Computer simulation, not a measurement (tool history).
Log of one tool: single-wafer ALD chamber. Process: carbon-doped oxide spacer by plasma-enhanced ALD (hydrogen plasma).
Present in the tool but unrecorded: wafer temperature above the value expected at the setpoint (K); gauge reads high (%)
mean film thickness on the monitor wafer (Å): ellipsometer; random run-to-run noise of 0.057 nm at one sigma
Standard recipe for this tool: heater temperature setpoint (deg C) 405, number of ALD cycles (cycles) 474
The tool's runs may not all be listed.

run   hour  heater temperature setpoint (deg C)  number of ALD cycles (cycles)  wafers since the last listed run  hours since the last thermocouple change  hours since the gauge calibration  read-back reference wafer on the same gauge, thickness_nm  mean film thickness on the monitor wafer (Å)
  1      0                                  405                            474                                 0                                     970.2                               74.4                                                     22.158                                        224.46
  2   17.2                                  405                            474                                17                                     987.4                               91.6                                                     22.119                                        224.39
  3   24.2                                  405                            474                                 6                                     994.4                               98.6                                                      22.11                                        224.64
  4   31.7                                  405                            448                                 7                                    1001.9                              106.1                                                     22.103                                        213.28
  5   41.9                                  405                            474                                10                                    1012.1                              116.3                                                     22.109                                        224.39
  6   51.4                                  405                            474                                 9                                    1021.6                              125.8                                                     22.073                                        224.69
  7   59.7                                  405                            535                                 8                                    1029.9                              134.1                                                     22.064                                        253.67
  8   70.6                                  405                            474                                10                                    1040.8                                145                                                     22.061                                        224.15
  9     82                                  405                            474                                11                                    1052.2                              156.4                                                     22.061                                        224.77
 10   96.5                                  405                            474                                14                                    1066.7                              170.9                                                     22.058                                        223.95
 11    109                                  400                            521                                12                                    1079.2                              183.4                                                     22.051                                        248.69
 12  117.3                                  397                            530                                 8                                    1087.5                              191.7                                                     22.039                                        253.58
 13    133                                  405                            474                                15                                    1103.2                              207.4                                                     22.025                                        224.55
 14  140.1                                  419                            383                                 7                                    1110.3                              214.5                                                     22.028                                        172.72
 15    158                                  405                            394                                17                                    1128.2                              232.4                                                     22.018                                        186.29
 16  169.3                                  392                            502                                11                                    1139.5                              243.7                                                     22.022                                        240.88
     180.6  -- thermocouple changed; heater temperature recalibrated
 17    181                                  405                            448                                 3                                       0.4                              255.4                                                     22.024                                        211.44
     218.4  -- gauge calibrated
 18  231.8                                  412                            394                                50                                      51.2                               13.4                                                     22.284                                        183.92
 19  247.5                                  391                            397                                15                                      66.9                               29.1                                                      22.25                                        192.27
 20  254.6                                  415                            555                                 7                                        74                               36.2                                                     22.218                                        255.84
 21  267.1                                  405                            474                                12                                      86.5                               48.7                                                     22.214                                        225.22
 22  282.3                                  416                            556                                15                                     101.7                               63.9                                                     22.188                                         254.5
 23  296.5                                  396                            533                                14                                     115.9                               78.1                                                      22.16                                        257.03
 24  312.1                                  405                            474                                15                                     131.5                               93.7                                                     22.139                                        224.84

3 ways to go on from here, each from the tool as it stands after run 24. What would each give?
  A  313.2                                  405                            474                                 1                                     132.6                               94.8                                                          ?                                             ?
  B  313.2                                  405                            542                                 1                                     132.6                               94.8                                                          ?                                             ?
  C  313.2                                  399                            533                                 1                                     132.6                               94.8                                                          ?                                             ?

run  read-back reference wafer on the same gauge, thickness_nm  mean film thickness on the monitor wafer (Å)
  A                                                     22.139                                        224.88
  B                                                     22.139                                        257.14
  C                                                     22.139                                        256.72
Without the tool's hidden state the same runs would have given:
run  mean film thickness on the monitor wafer (Å)
  A                                        226.53
  B                                        259.03
  C                                         258.6
